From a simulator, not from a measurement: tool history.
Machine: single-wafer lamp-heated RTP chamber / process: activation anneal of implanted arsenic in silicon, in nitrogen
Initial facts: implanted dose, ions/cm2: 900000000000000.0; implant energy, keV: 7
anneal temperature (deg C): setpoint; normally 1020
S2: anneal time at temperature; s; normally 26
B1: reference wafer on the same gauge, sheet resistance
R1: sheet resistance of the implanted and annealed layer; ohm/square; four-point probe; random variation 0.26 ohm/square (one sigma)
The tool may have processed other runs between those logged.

{"run": 1, "hour": 0.0, "anneal temperature (deg C)": 1014, "S2": 26, "B1": 133.09, "R1": 131.84}
{"hour": 47.7, "done": "pyrometer window cleaned and pyrometer calibrated"}
{"run": 2, "hour": 49.1, "anneal temperature (deg C)": 1014, "S2": 26, "B1": 133, "R1": 131.11}
{"run": 3, "hour": 117.0, "anneal temperature (deg C)": 1020, "S2": 26, "B1": 132.97, "R1": 127.88}
{"run": 4, "hour": 171.1, "anneal temperature (deg C)": 1020, "S2": 26, "B1": 133.02, "R1": 127.83}
{"run": 5, "hour": 233.0, "anneal temperature (deg C)": 1032, "S2": 26, "B1": 133.03, "R1": 122.1}
{"run": 6, "hour": 335.2, "anneal temperature (deg C)": 1032, "S2": 26, "B1": 133, "R1": 122.06}
{"hour": 370.8, "done": "pyrometer window cleaned and pyrometer calibrated"}
{"run": 7, "hour": 387.9, "anneal temperature (deg C)": 1020, "S2": 33, "B1": 132.99, "R1": 122.99}
{"run": 8, "hour": 430.1, "anneal temperature (deg C)": 1020, "S2": 33, "B1": 133.06, "R1": 122.59}
{"run": 9, "hour": 484.1, "anneal temperature (deg C)": 1020, "S2": 30, "B1": 132.94, "R1": 124.96}
{"run": 10, "hour": 508.9, "anneal temperature (deg C)": 1020, "S2": 30, "B1": 132.97, "R1": 124.79}
{"run": 11, "hour": 541.9, "anneal temperature (deg C)": 1020, "S2": 30, "B1": 133.01, "R1": 124.68}
{"run": 12, "hour": 603.5, "anneal temperature (deg C)": 1028, "S2": 26, "B1": 133.04, "R1": 123.47}
{"run": 13, "hour": 644.7, "anneal temperature (deg C)": 1028, "S2": 26, "B1": 133.01, "R1": 124.17}
{"hour": 685.3, "done": "pyrometer window cleaned and pyrometer calibrated"}
{"run": 14, "hour": 693.8, "anneal temperature (deg C)": 1020, "S2": 16, "B1": 133.04, "R1": 139.09}
{"hour": 734.8, "done": "reflector plate cleaned"}
{"run": 15, "hour": 793.2, "anneal temperature (deg C)": 1020, "S2": 26, "B1": 132.98, "R1": 128.03}
{"run": 16, "hour": 830.9, "anneal temperature (deg C)": 991, "S2": 18, "B1": 132.98, "R1": 156.63}
{"run": 17, "hour": 863.1, "anneal temperature (deg C)": 1020, "S2": 16, "B1": 132.95, "R1": 139.37}
{"run": 18, "hour": 895.4, "anneal temperature (deg C)": 1020, "S2": 26, "B1": 132.99, "R1": 128.23}
{"run": 19, "hour": 938.2, "anneal temperature (deg C)": 996, "S2": 16, "B1": 132.99, "R1": 156.09}
{"hour": 967.9, "done": "gauge calibrated"}
{"run": 20, "hour": 1000.0, "anneal temperature (deg C)": 1004, "S2": 20, "B1": 133.04, "R1": 144.52}
{"hour": 1014.5, "done": "pyrometer window cleaned and pyrometer calibrated"}
{"run": 21, "hour": 1068.1, "anneal temperature (deg C)": 1030, "S2": 22, "B1": 132.91, "R1": 126.28}
{"run": 22, "hour": 1107.6, "anneal temperature (deg C)": 1038, "S2": 31, "B1": 133.02, "R1": 116.55}
{"run": 23, "hour": 1143.1, "anneal temperature (deg C)": 1006, "S2": 38, "B1": 133.03, "R1": 127.97}
{"run": 24, "hour": 1188.0, "anneal temperature (deg C)": 1020, "S2": 26, "B1": 133.04, "R1": 127.89}
{"run": 25, "hour": 1230.7, "anneal temperature (deg C)": 995, "S2": 16, "B1": 132.91, "R1": 156.36}
{"hour": 1326.7, "done": "pyrometer window cleaned and pyrometer calibrated"}
{"run": 26, "hour": 1436.8, "anneal temperature (deg C)": 1040, "S2": 39, "B1": 132.96, "R1": 112.63}
{"run": 27, "hour": 1483.6, "anneal temperature (deg C)": 996, "S2": 15, "B1": 132.9, "R1": 157.93}
{"run": 28, "hour": 1518.1, "anneal temperature (deg C)": 1010, "S2": 26, "B1": 132.93, "R1": 133.61}
{"run": 29, "hour": 1552.1, "anneal temperature (deg C)": 1047, "S2": 35, "B1": 132.92, "R1": 112.07}
{"hour": 1598.5, "done": "pyrometer window cleaned and pyrometer calibrated"}
{"run": 30, "hour": 1599.0, "anneal temperature (deg C)": 1041, "S2": 19, "B1": 133, "R1": 123.38}

3 ways to go on from here, each from the tool as it stands after run 30. What would each give?
{"run": "A", "hour": 1599.4, "anneal temperature (deg C)": 1020, "S2": 26, "B1": "?", "R1": "?"}
{"run": "B", "hour": 1599.4, "anneal temperature (deg C)": 1049, "S2": 41, "B1": "?", "R1": "?"}
{"run": "C", "hour": 1599.4, "anneal temperature (deg C)": 1020, "S2": 41, "B1": "?", "R1": "?"}

run=A B1=133.07 R1=128.15
run=B B1=133.07 R1=110.25
run=C B1=133.07 R1=119.04
Stripped of hidden state, with their random variation kept, the same runs would have yielded:
run=A R1=128.15
run=B R1=110.25
run=C R1=119.04
